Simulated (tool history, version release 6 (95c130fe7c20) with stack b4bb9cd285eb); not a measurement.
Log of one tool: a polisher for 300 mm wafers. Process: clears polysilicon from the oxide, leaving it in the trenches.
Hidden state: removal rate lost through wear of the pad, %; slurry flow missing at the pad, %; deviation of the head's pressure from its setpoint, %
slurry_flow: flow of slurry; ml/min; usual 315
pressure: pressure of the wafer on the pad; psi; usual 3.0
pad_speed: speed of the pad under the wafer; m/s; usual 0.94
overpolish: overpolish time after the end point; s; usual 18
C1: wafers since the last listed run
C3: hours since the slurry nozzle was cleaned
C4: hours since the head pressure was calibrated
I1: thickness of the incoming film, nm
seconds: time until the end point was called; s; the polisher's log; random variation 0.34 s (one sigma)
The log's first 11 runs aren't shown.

{"day": 6.271, "done": "head pressure recalibrated"}
{"run": 12, "day": 6.3, "slurry_flow": 315, "pressure": 3.0, "pad_speed": 0.94, "overpolish": 18, "C1": 73, "wafers polished on this pad": 122, "C3": 752.0, "C4": 0.7, "I1": 433.8, "seconds": 26.0}
{"run": 13, "day": 7.042, "slurry_flow": 315, "pressure": 3.0, "pad_speed": 0.72, "overpolish": 18, "C1": 156, "wafers polished on this pad": 279, "C3": 769.8, "C4": 18.5, "I1": 437.3, "seconds": 32.8}
{"run": 14, "day": 7.721, "slurry_flow": 315, "pressure": 3.0, "pad_speed": 0.72, "overpolish": 18, "C1": 143, "wafers polished on this pad": 422, "C3": 786.1, "C4": 34.8, "I1": 436.3, "seconds": 33.8}
{"run": 15, "day": 8.367, "slurry_flow": 315, "pressure": 3.0, "pad_speed": 0.88, "overpolish": 18, "C1": 136, "wafers polished on this pad": 558, "C3": 801.6, "C4": 50.3, "I1": 433.5, "seconds": 28.9}
{"run": 16, "day": 8.771, "slurry_flow": 315, "pressure": 3.0, "pad_speed": 0.94, "overpolish": 10, "C1": 85, "wafers polished on this pad": 644, "C3": 811.3, "C4": 60.0, "I1": 424.0, "seconds": 26.8}
{"run": 17, "day": 9.396, "slurry_flow": 315, "pressure": 3.0, "pad_speed": 0.94, "overpolish": 10, "C1": 131, "wafers polished on this pad": 775, "C3": 826.3, "C4": 75.0, "I1": 427.3, "seconds": 27.7}
{"day": 9.642, "done": "slurry nozzle cleaned"}
{"day": 9.742, "done": "worn pad replaced by a new one"}
{"run": 18, "day": 9.983, "slurry_flow": 415, "pressure": 3.0, "pad_speed": 0.94, "overpolish": 18, "C1": 93, "wafers polished on this pad": 50, "C3": 8.2, "C4": 89.1, "I1": 426.1, "seconds": 25.1}
{"run": 19, "day": 10.288, "slurry_flow": 375, "pressure": 3.0, "pad_speed": 0.94, "overpolish": 8, "C1": 64, "wafers polished on this pad": 114, "C3": 15.5, "C4": 96.4, "I1": 436.6, "seconds": 25.6}
{"run": 20, "day": 10.812, "slurry_flow": 315, "pressure": 3.0, "pad_speed": 0.94, "overpolish": 18, "C1": 110, "wafers polished on this pad": 225, "C3": 28.1, "C4": 109.0, "I1": 430.9, "seconds": 25.9}
{"run": 21, "day": 11.417, "slurry_flow": 360, "pressure": 3.0, "pad_speed": 0.94, "overpolish": 18, "C1": 127, "wafers polished on this pad": 352, "C3": 42.6, "C4": 123.5, "I1": 430.0, "seconds": 25.3}
{"run": 22, "day": 12.338, "slurry_flow": 420, "pressure": 2.6, "pad_speed": 1.16, "overpolish": 18, "C1": 194, "wafers polished on this pad": 547, "C3": 64.7, "C4": 145.6, "I1": 433.4, "seconds": 25.4}
{"run": 23, "day": 12.854, "slurry_flow": 315, "pressure": 3.0, "pad_speed": 0.94, "overpolish": 18, "C1": 109, "wafers polished on this pad": 656, "C3": 77.1, "C4": 158.0, "I1": 425.0, "seconds": 27.3}
{"day": 13.433, "done": "worn pad replaced by a new one"}
{"run": 24, "day": 13.454, "slurry_flow": 315, "pressure": 3.3, "pad_speed": 0.94, "overpolish": 25, "C1": 91, "wafers polished on this pad": 4, "C3": 91.5, "C4": 172.4, "I1": 430.1, "seconds": 23.5}
{"run": 25, "day": 14.029, "slurry_flow": 315, "pressure": 3.0, "pad_speed": 0.94, "overpolish": 15, "C1": 121, "wafers polished on this pad": 125, "C3": 105.3, "C4": 186.2, "I1": 421.5, "seconds": 25.9}
{"run": 26, "day": 14.371, "slurry_flow": 315, "pressure": 3.9, "pad_speed": 0.94, "overpolish": 18, "C1": 72, "wafers polished on this pad": 197, "C3": 113.5, "C4": 194.4, "I1": 430.2, "seconds": 20.1}
{"run": 27, "day": 14.762, "slurry_flow": 315, "pressure": 3.0, "pad_speed": 0.78, "overpolish": 18, "C1": 82, "wafers polished on this pad": 280, "C3": 122.9, "C4": 203.8, "I1": 432.3, "seconds": 32.0}
{"run": 28, "day": 15.075, "slurry_flow": 225, "pressure": 3.0, "pad_speed": 0.72, "overpolish": 18, "C1": 65, "wafers polished on this pad": 346, "C3": 130.4, "C4": 211.3, "I1": 430.8, "seconds": 35.3}
{"run": 29, "day": 15.538, "slurry_flow": 405, "pressure": 3.0, "pad_speed": 0.68, "overpolish": 18, "C1": 97, "wafers polished on this pad": 443, "C3": 141.5, "C4": 222.4, "I1": 423.2, "seconds": 35.2}
{"run": 30, "day": 16.283, "slurry_flow": 315, "pressure": 3.0, "pad_speed": 0.94, "overpolish": 18, "C1": 157, "wafers polished on this pad": 601, "C3": 159.4, "C4": 240.3, "I1": 425.9, "seconds": 28.0}
{"run": 31, "day": 16.867, "slurry_flow": 315, "pressure": 3.7, "pad_speed": 0.62, "overpolish": 18, "C1": 123, "wafers polished on this pad": 724, "C3": 173.4, "C4": 254.3, "I1": 432.3, "seconds": 34.0}
{"run": 32, "day": 17.138, "slurry_flow": 315, "pressure": 3.0, "pad_speed": 0.7, "overpolish": 26, "C1": 57, "wafers polished on this pad": 781, "C3": 179.9, "C4": 260.8, "I1": 430.9, "seconds": 38.0}
{"day": 17.512, "done": "worn pad replaced by a new one"}
{"run": 33, "day": 17.567, "slurry_flow": 315, "pressure": 3.0, "pad_speed": 0.84, "overpolish": 18, "C1": 55, "wafers polished on this pad": 11, "C3": 190.2, "C4": 271.1, "I1": 428.0, "seconds": 28.1}
{"run": 34, "day": 18.108, "slurry_flow": 315, "pressure": 3.7, "pad_speed": 1.22, "overpolish": 18, "C1": 114, "wafers polished on this pad": 125, "C3": 203.2, "C4": 284.1, "I1": 436.9, "seconds": 16.6}

3 ways to go on from here, each from the tool as it stands after run 34. What would each give?
{"run": "A", "day": 18.125, "slurry_flow": 315, "pressure": 3.0, "pad_speed": 0.94, "overpolish": 12, "C1": 3, "wafers polished on this pad": 129, "C3": 203.6, "C4": 284.5, "I1": 428.4, "seconds": "?"}
{"run": "B", "day": 18.125, "slurry_flow": 205, "pressure": 3.0, "pad_speed": 0.94, "overpolish": 18, "C1": 3, "wafers polished on this pad": 129, "C3": 203.6, "C4": 284.5, "I1": 428.4, "seconds": "?"}
{"run": "C", "day": 18.125, "slurry_flow": 265, "pressure": 3.0, "pad_speed": 1.1, "overpolish": 18, "C1": 3, "wafers polished on this pad": 129, "C3": 203.6, "C4": 284.5, "I1": 428.4, "seconds": "?"}

run=A seconds=26.2
run=B seconds=27.4
run=C seconds=23.1
Without the tool's hidden state the same runs would have given:
run=A seconds=24.8
run=B seconds=25.9
run=C seconds=21.8

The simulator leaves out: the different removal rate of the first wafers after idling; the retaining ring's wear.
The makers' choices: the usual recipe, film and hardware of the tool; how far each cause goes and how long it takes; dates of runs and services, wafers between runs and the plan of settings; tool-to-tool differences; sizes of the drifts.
